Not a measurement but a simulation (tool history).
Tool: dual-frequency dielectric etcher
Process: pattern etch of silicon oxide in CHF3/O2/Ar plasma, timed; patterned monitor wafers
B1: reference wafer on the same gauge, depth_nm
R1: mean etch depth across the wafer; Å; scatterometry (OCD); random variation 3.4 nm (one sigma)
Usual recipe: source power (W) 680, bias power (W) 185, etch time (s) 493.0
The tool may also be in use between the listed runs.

{"run": 1, "day": 0.0, "source power (W)": 680, "bias power (W)": 185, "etch time (s)": 493.0, "B1": 1030.5, "R1": 10671}
{"run": 2, "day": 3.862, "source power (W)": 680, "bias power (W)": 185, "etch time (s)": 493.0, "B1": 1031.2, "R1": 10638}
{"day": 4.975, "done": "wet clean of the chamber"}
{"run": 3, "day": 6.554, "source power (W)": 680, "bias power (W)": 185, "etch time (s)": 451.5, "B1": 1031.1, "R1": 9783}
{"run": 4, "day": 8.083, "source power (W)": 680, "bias power (W)": 185, "etch time (s)": 493.0, "B1": 1029.5, "R1": 10703}
{"run": 5, "day": 10.488, "source power (W)": 680, "bias power (W)": 185, "etch time (s)": 493.0, "B1": 1030.4, "R1": 10668}
{"run": 6, "day": 13.912, "source power (W)": 680, "bias power (W)": 185, "etch time (s)": 493.0, "B1": 1030.2, "R1": 10662}
{"run": 7, "day": 15.738, "source power (W)": 680, "bias power (W)": 185, "etch time (s)": 493.0, "B1": 1030.1, "R1": 10677}
{"run": 8, "day": 20.162, "source power (W)": 680, "bias power (W)": 185, "etch time (s)": 493.0, "B1": 1029.4, "R1": 10736}
{"day": 21.783, "done": "bias power generator calibrated"}
{"run": 9, "day": 22.796, "source power (W)": 680, "bias power (W)": 185, "etch time (s)": 493.0, "B1": 1030.3, "R1": 10635}
{"run": 10, "day": 24.883, "source power (W)": 680, "bias power (W)": 185, "etch time (s)": 447.5, "B1": 1029.9, "R1": 9709}
{"day": 28.842, "done": "source power generator calibrated"}
{"run": 11, "day": 29.021, "source power (W)": 680, "bias power (W)": 170, "etch time (s)": 435.5, "B1": 1030.7, "R1": 9195}
{"day": 30.683, "done": "wet clean of the chamber"}
{"run": 12, "day": 31.121, "source power (W)": 850, "bias power (W)": 216, "etch time (s)": 493.0, "B1": 1029.6, "R1": 12735}
{"day": 34.904, "done": "upper electrode replaced"}
{"run": 13, "day": 35.404, "source power (W)": 770, "bias power (W)": 149, "etch time (s)": 629.0, "B1": 1029.4, "R1": 13712}
{"run": 14, "day": 39.525, "source power (W)": 850, "bias power (W)": 216, "etch time (s)": 493.0, "B1": 1029.7, "R1": 12760}
{"day": 40.029, "done": "gauge calibrated"}
{"run": 15, "day": 42.717, "source power (W)": 680, "bias power (W)": 149, "etch time (s)": 621.0, "B1": 1029.8, "R1": 12580}
{"run": 16, "day": 44.988, "source power (W)": 620, "bias power (W)": 227, "etch time (s)": 597.5, "B1": 1029.7, "R1": 13080}
{"run": 17, "day": 46.85, "source power (W)": 680, "bias power (W)": 185, "etch time (s)": 493.0, "B1": 1030.2, "R1": 10601}
{"run": 18, "day": 49.658, "source power (W)": 680, "bias power (W)": 185, "etch time (s)": 493.0, "B1": 1030.2, "R1": 10726}
{"day": 52.558, "done": "wet clean of the chamber"}
{"run": 19, "day": 57.429, "source power (W)": 680, "bias power (W)": 185, "etch time (s)": 493.0, "B1": 1031.0, "R1": 10736}

Run-by-run hidden state of the tool:
etch rate over this chamber's usual, %: 0 across all the runs
source power that arrives over what is set, %: 0 across all the runs
bias power that arrives over what is set, %: 0 across all the runs
gauge reads high (%): 0 across all the runs
